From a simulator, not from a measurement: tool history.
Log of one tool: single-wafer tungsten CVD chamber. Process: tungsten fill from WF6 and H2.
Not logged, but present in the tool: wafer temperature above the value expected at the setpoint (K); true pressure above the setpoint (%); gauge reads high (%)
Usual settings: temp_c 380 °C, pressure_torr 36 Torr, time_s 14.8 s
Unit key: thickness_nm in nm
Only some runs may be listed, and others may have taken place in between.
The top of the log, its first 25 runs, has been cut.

run	day	temp_c	pressure_torr	time_s	wafers since the last listed run	hours since the last thermocouple change	hours since the last manometer calibration	hours since the showerhead was replaced	hours since the gauge calibration	read-back reference wafer on the same gauge, thickness_nm	thickness_nm
26	29.017	380	36	14.8	483	382.6	393.8	524.7	73.8	34.491	30.684
27	29.667	393	36	16.4	336	398.2	409.4	540.3	89.4	34.533	42.496
28	30.362	369	36	14.8	360	414.9	426.1	557	106.1	34.522	24.941
29	31.254	366	33.5	15.8	462	436.3	447.5	578.4	127.5	34.506	24.679
30	31.95	380	36	14.8	360	453	464.2	595.1	144.2	34.471	30.404
31	32.567	373	40.4	16.4	319	467.8	479	609.9	159	34.494	30.881
32	33.225	372	39.5	15.9	341	483.6	494.8	625.7	174.8	34.465	29.018
33	34.138	380	40.1	14.8	472	505.5	516.7	647.6	196.7	34.532	31.406

Branching from run 33: 5 alternative next runs. What would each branch give?
A	34.154	380	36	14.8	8	505.9	517.1	648	197.1	?	?
B	34.154	380	36	16	8	505.9	517.1	648	197.1	?	?
C	34.154	380	27.3	14.8	8	505.9	517.1	648	197.1	?	?
D	34.154	380	40.9	16.3	8	505.9	517.1	648	197.1	?	?
E	34.154	393	31.4	14.8	8	505.9	517.1	648	197.1	?	?

run	read-back reference wafer on the same gauge, thickness_nm	thickness_nm
A	34.517	30.561
B	34.517	33.05
C	34.517	28.25
D	34.517	35.004
E	34.517	36.829
Stripped of hidden state, with their random variation kept, the same runs would have yielded:
run	thickness_nm
A	30.864
B	33.377
C	28.53
D	35.351
E	37.169

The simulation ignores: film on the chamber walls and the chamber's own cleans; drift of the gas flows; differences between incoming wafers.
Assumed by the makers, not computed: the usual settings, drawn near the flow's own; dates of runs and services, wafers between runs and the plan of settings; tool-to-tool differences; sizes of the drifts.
